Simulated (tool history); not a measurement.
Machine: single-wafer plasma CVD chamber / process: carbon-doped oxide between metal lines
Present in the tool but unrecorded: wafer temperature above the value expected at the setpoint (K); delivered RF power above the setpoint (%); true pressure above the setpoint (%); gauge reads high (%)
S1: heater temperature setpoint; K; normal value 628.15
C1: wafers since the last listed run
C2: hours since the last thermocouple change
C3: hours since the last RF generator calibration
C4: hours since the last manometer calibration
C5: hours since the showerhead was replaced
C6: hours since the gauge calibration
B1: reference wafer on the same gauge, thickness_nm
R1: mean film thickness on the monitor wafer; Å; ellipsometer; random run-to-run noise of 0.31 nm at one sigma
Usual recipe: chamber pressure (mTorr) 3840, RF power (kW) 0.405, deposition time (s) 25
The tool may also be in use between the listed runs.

{"run": 1, "hour": 0.0, "S1": 628.15, "chamber pressure (mTorr)": 3840, "RF power (kW)": 0.405, "deposition time (s)": 25, "C1": 0, "C2": 895.8, "C3": 520.2, "C4": 1412.7, "C5": 3676, "C6": 1307.2, "B1": 107.326, "R1": 1076.88}
{"run": 2, "hour": 61.2, "S1": 628.15, "chamber pressure (mTorr)": 3840, "RF power (kW)": 0.425, "deposition time (s)": 25, "C1": 1808, "C2": 957, "C3": 581.4, "C4": 1473.9, "C5": 3737.2, "C6": 1368.4, "B1": 107.386, "R1": 1110.43}
{"run": 3, "hour": 107.7, "S1": 628.15, "chamber pressure (mTorr)": 3380, "RF power (kW)": 0.405, "deposition time (s)": 25, "C1": 1374, "C2": 1003.5, "C3": 627.9, "C4": 1520.4, "C5": 3783.7, "C6": 1414.9, "B1": 107.173, "R1": 1055.42}
{"hour": 131.4, "done": "thermocouple changed; heater temperature recalibrated"}
{"hour": 156.4, "done": "showerhead replaced"}
{"run": 4, "hour": 159.7, "S1": 628.15, "chamber pressure (mTorr)": 3380, "RF power (kW)": 0.405, "deposition time (s)": 25, "C1": 1063, "C2": 28.3, "C3": 679.9, "C4": 1572.4, "C5": 3.3, "C6": 1466.9, "B1": 107.092, "R1": 1060.33}
{"hour": 208.5, "done": "gauge calibrated"}
{"run": 5, "hour": 216.1, "S1": 628.15, "chamber pressure (mTorr)": 3380, "RF power (kW)": 0.405, "deposition time (s)": 25, "C1": 1666, "C2": 84.7, "C3": 736.3, "C4": 1628.8, "C5": 59.7, "C6": 7.6, "B1": 109.972, "R1": 1083.81}
{"run": 6, "hour": 253.3, "S1": 628.15, "chamber pressure (mTorr)": 3840, "RF power (kW)": 0.405, "deposition time (s)": 25, "C1": 1099, "C2": 121.9, "C3": 773.5, "C4": 1666, "C5": 96.9, "C6": 44.8, "B1": 109.723, "R1": 1096.84}
{"run": 7, "hour": 290.8, "S1": 628.15, "chamber pressure (mTorr)": 3840, "RF power (kW)": 0.405, "deposition time (s)": 25, "C1": 1108, "C2": 159.4, "C3": 811, "C4": 1703.5, "C5": 134.4, "C6": 82.3, "B1": 109.608, "R1": 1098.03}
{"hour": 318.3, "done": "capacitance manometer re-zeroed and calibrated"}
{"run": 8, "hour": 357.5, "S1": 628.15, "chamber pressure (mTorr)": 3840, "RF power (kW)": 0.405, "deposition time (s)": 25, "C1": 1734, "C2": 226.1, "C3": 877.7, "C4": 39.2, "C5": 201.1, "C6": 149, "B1": 109.617, "R1": 1101.3}
{"run": 9, "hour": 383.2, "S1": 634.15, "chamber pressure (mTorr)": 3840, "RF power (kW)": 0.47, "deposition time (s)": 25, "C1": 759, "C2": 251.8, "C3": 903.4, "C4": 64.9, "C5": 226.8, "C6": 174.7, "B1": 109.624, "R1": 1193.89}
{"run": 10, "hour": 429.6, "S1": 628.15, "chamber pressure (mTorr)": 3840, "RF power (kW)": 0.405, "deposition time (s)": 25, "C1": 1371, "C2": 298.2, "C3": 949.8, "C4": 111.3, "C5": 273.2, "C6": 221.1, "B1": 109.488, "R1": 1091.45}
{"run": 11, "hour": 488.5, "S1": 619.15, "chamber pressure (mTorr)": 2960, "RF power (kW)": 0.405, "deposition time (s)": 25, "C1": 1740, "C2": 357.1, "C3": 1008.7, "C4": 170.2, "C5": 332.1, "C6": 280, "B1": 109.378, "R1": 1092.37}
{"run": 12, "hour": 555.4, "S1": 628.15, "chamber pressure (mTorr)": 3840, "RF power (kW)": 0.385, "deposition time (s)": 25, "C1": 1976, "C2": 424, "C3": 1075.6, "C4": 237.1, "C5": 399, "C6": 346.9, "B1": 109.239, "R1": 1049.09}
{"run": 13, "hour": 588.0, "S1": 636.15, "chamber pressure (mTorr)": 4310, "RF power (kW)": 0.375, "deposition time (s)": 29.7, "C1": 963, "C2": 456.6, "C3": 1108.2, "C4": 269.7, "C5": 431.6, "C6": 379.5, "B1": 109.179, "R1": 1206.02}
{"run": 14, "hour": 656.4, "S1": 628.15, "chamber pressure (mTorr)": 3840, "RF power (kW)": 0.405, "deposition time (s)": 21.6, "C1": 2021, "C2": 525, "C3": 1176.6, "C4": 338.1, "C5": 500, "C6": 447.9, "B1": 109.156, "R1": 947.42}
{"run": 15, "hour": 698.0, "S1": 613.15, "chamber pressure (mTorr)": 4350, "RF power (kW)": 0.425, "deposition time (s)": 29.7, "C1": 1229, "C2": 566.6, "C3": 1218.2, "C4": 379.7, "C5": 541.6, "C6": 489.5, "B1": 108.87, "R1": 1438.39}
{"run": 16, "hour": 754.0, "S1": 628.15, "chamber pressure (mTorr)": 4230, "RF power (kW)": 0.405, "deposition time (s)": 23.4, "C1": 1654, "C2": 622.6, "C3": 1274.2, "C4": 435.7, "C5": 597.6, "C6": 545.5, "B1": 108.7, "R1": 1036.76}
{"hour": 794.2, "done": "RF generator calibrated"}
{"run": 17, "hour": 815.9, "S1": 615.15, "chamber pressure (mTorr)": 3220, "RF power (kW)": 0.405, "deposition time (s)": 21.5, "C1": 1592, "C2": 684.5, "C3": 21.7, "C4": 497.6, "C5": 659.5, "C6": 607.4, "B1": 108.787, "R1": 957.79}
{"run": 18, "hour": 864.3, "S1": 628.15, "chamber pressure (mTorr)": 3840, "RF power (kW)": 0.405, "deposition time (s)": 25, "C1": 1430, "C2": 732.9, "C3": 70.1, "C4": 546, "C5": 707.9, "C6": 655.8, "B1": 108.654, "R1": 1088.06}
{"run": 19, "hour": 914.3, "S1": 639.15, "chamber pressure (mTorr)": 3840, "RF power (kW)": 0.405, "deposition time (s)": 25, "C1": 1477, "C2": 782.9, "C3": 120.1, "C4": 596, "C5": 757.9, "C6": 705.8, "B1": 108.52, "R1": 1049.19}
{"run": 20, "hour": 962.1, "S1": 628.15, "chamber pressure (mTorr)": 3840, "RF power (kW)": 0.345, "deposition time (s)": 25, "C1": 1412, "C2": 830.7, "C3": 167.9, "C4": 643.8, "C5": 805.7, "C6": 753.6, "B1": 108.476, "R1": 959.62}
{"hour": 982.5, "done": "thermocouple changed; heater temperature recalibrated"}
{"run": 21, "hour": 1024.4, "S1": 624.15, "chamber pressure (mTorr)": 3050, "RF power (kW)": 0.405, "deposition time (s)": 25, "C1": 1604, "C2": 41.9, "C3": 230.2, "C4": 706.1, "C5": 868, "C6": 815.9, "B1": 108.337, "R1": 1068.08}
{"run": 22, "hour": 1063.6, "S1": 642.15, "chamber pressure (mTorr)": 4610, "RF power (kW)": 0.465, "deposition time (s)": 20.9, "C1": 1158, "C2": 81.1, "C3": 269.4, "C4": 745.3, "C5": 907.2, "C6": 855.1, "B1": 108.419, "R1": 997.31}
{"run": 23, "hour": 1092.4, "S1": 615.15, "chamber pressure (mTorr)": 4240, "RF power (kW)": 0.335, "deposition time (s)": 25, "C1": 851, "C2": 109.9, "C3": 298.2, "C4": 774.1, "C5": 936, "C6": 883.9, "B1": 108.228, "R1": 985.48}
{"run": 24, "hour": 1135.6, "S1": 628.15, "chamber pressure (mTorr)": 3840, "RF power (kW)": 0.405, "deposition time (s)": 25, "C1": 1276, "C2": 153.1, "C3": 341.4, "C4": 817.3, "C5": 979.2, "C6": 927.1, "B1": 108.104, "R1": 1081.53}
{"run": 25, "hour": 1201.7, "S1": 641.15, "chamber pressure (mTorr)": 4380, "RF power (kW)": 0.355, "deposition time (s)": 21.9, "C1": 1953, "C2": 219.2, "C3": 407.5, "C4": 883.4, "C5": 1045.3, "C6": 993.2, "B1": 107.95, "R1": 838.51}
{"run": 26, "hour": 1244.9, "S1": 642.15, "chamber pressure (mTorr)": 4440, "RF power (kW)": 0.475, "deposition time (s)": 21.1, "C1": 1276, "C2": 262.4, "C3": 450.7, "C4": 926.6, "C5": 1088.5, "C6": 1036.4, "B1": 107.888, "R1": 1003.36}
{"run": 27, "hour": 1300.1, "S1": 628.15, "chamber pressure (mTorr)": 3840, "RF power (kW)": 0.405, "deposition time (s)": 25, "C1": 1631, "C2": 317.6, "C3": 505.9, "C4": 981.8, "C5": 1143.7, "C6": 1091.6, "B1": 107.779, "R1": 1077.09}
{"run": 28, "hour": 1512.1, "S1": 636.15, "chamber pressure (mTorr)": 2890, "RF power (kW)": 0.345, "deposition time (s)": 25, "C1": 6264, "C2": 529.6, "C3": 717.9, "C4": 1193.8, "C5": 1355.7, "C6": 1303.6, "B1": 107.337, "R1": 895.77}
{"hour": 1538.0, "done": "gauge calibrated"}
{"run": 29, "hour": 1558.7, "S1": 622.15, "chamber pressure (mTorr)": 3840, "RF power (kW)": 0.375, "deposition time (s)": 25, "C1": 1377, "C2": 576.2, "C3": 764.5, "C4": 1240.4, "C5": 1402.3, "C6": 20.7, "B1": 110.052, "R1": 1052.64}

Consider 3 possible next runs. They are alternatives, not a sequence: every one starts from the tool as it was left by run 29. What does each give?
{"run": "A", "hour": 1559.1, "S1": 628.15, "chamber pressure (mTorr)": 3840, "RF power (kW)": 0.405, "deposition time (s)": 25, "C1": 11, "C2": 576.6, "C3": 764.9, "C4": 1240.8, "C5": 1402.7, "C6": 21.1, "B1": "?", "R1": "?"}
{"run": "B", "hour": 1559.1, "S1": 628.15, "chamber pressure (mTorr)": 3060, "RF power (kW)": 0.355, "deposition time (s)": 28.8, "C1": 11, "C2": 576.6, "C3": 764.9, "C4": 1240.8, "C5": 1402.7, "C6": 21.1, "B1": "?", "R1": "?"}
{"run": "C", "hour": 1559.1, "S1": 628.15, "chamber pressure (mTorr)": 3840, "RF power (kW)": 0.47, "deposition time (s)": 25, "C1": 11, "C2": 576.6, "C3": 764.9, "C4": 1240.8, "C5": 1402.7, "C6": 21.1, "B1": "?", "R1": "?"}

run=A B1=110.131 R1=1100.91
run=B B1=110.131 R1=1113.91
run=C B1=110.131 R1=1228.66
With no hidden state in the tool, these same runs would have given:
run=A R1=1100.24
run=B R1=1113.23
run=C R1=1227.92
